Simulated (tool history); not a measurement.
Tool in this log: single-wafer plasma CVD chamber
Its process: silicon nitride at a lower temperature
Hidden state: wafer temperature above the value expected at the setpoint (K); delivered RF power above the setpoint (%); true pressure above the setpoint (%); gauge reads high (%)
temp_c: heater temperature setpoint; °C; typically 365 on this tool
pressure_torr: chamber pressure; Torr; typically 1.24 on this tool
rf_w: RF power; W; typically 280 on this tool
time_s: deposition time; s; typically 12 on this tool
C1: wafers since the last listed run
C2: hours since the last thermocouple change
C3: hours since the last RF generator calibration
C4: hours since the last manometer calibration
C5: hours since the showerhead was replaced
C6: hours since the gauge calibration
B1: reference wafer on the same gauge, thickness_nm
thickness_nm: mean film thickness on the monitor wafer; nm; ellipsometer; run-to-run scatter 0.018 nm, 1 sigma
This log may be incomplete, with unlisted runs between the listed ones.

run 1 hour=0 | temp_c=365 pressure_torr=1.24 rf_w=280 time_s=12 | C1=0 C2=1149.7 C3=1510.2 C4=1212.2 C5=4074.4 C6=134.5 | B1=10.106 | thickness_nm=11.233
run 2 hour=11.1 | temp_c=365 pressure_torr=1.24 rf_w=280 time_s=12 | C1=187 C2=1160.8 C3=1521.3 C4=1223.3 C5=4085.5 C6=145.6 | B1=10.101 | thickness_nm=11.183
run 3 hour=19.8 | temp_c=365 pressure_torr=1.24 rf_w=280 time_s=12 | C1=146 C2=1169.5 C3=1530 C4=1232 C5=4094.2 C6=154.3 | B1=10.099 | thickness_nm=11.209
run 4 hour=31.8 | temp_c=365 pressure_torr=1.24 rf_w=240 time_s=12 | C1=202 C2=1181.5 C3=1542 C4=1244 C5=4106.2 C6=166.3 | B1=10.098 | thickness_nm=10.204
run 5 hour=45 | temp_c=365 pressure_torr=1.24 rf_w=240 time_s=12 | C1=222 C2=1194.7 C3=1555.2 C4=1257.2 C5=4119.4 C6=179.5 | B1=10.095 | thickness_nm=10.216
run 6 hour=58.2 | temp_c=358 pressure_torr=1.24 rf_w=280 time_s=12 | C1=222 C2=1207.9 C3=1568.4 C4=1270.4 C5=4132.6 C6=192.7 | B1=10.099 | thickness_nm=11.244
run 7 hour=67.9 | temp_c=365 pressure_torr=1.24 rf_w=245 time_s=12 | C1=163 C2=1217.6 C3=1578.1 C4=1280.1 C5=4142.3 C6=202.4 | B1=10.103 | thickness_nm=10.322
-- hour=89.7 thermocouple changed; heater temperature recalibrated
-- hour=113.5 showerhead replaced
-- hour=117.3 RF generator calibrated
run 8 hour=117.8 | temp_c=365 pressure_torr=1.24 rf_w=245 time_s=12 | C1=507 C2=28.1 C3=0.5 C4=1330 C5=4.3 C6=252.3 | B1=10.102 | thickness_nm=10.769
run 9 hour=127.6 | temp_c=365 pressure_torr=1.24 rf_w=245 time_s=12 | C1=165 C2=37.9 C3=10.3 C4=1339.8 C5=14.1 C6=262.1 | B1=10.102 | thickness_nm=10.769

What will run 10 give?
run 10 hour=145.1 | temp_c=371 pressure_torr=1.02 rf_w=280 time_s=12 | C1=294 C2=55.4 C3=27.8 C4=1357.3 C5=31.6 C6=279.6 | B1=? | thickness_nm=?

B1: 10.1
thickness_nm: 11.176 nm
Take away the tool's hidden state, keep the run-to-run variation as it was, and the same run would have given thickness_nm 11.268 nm.

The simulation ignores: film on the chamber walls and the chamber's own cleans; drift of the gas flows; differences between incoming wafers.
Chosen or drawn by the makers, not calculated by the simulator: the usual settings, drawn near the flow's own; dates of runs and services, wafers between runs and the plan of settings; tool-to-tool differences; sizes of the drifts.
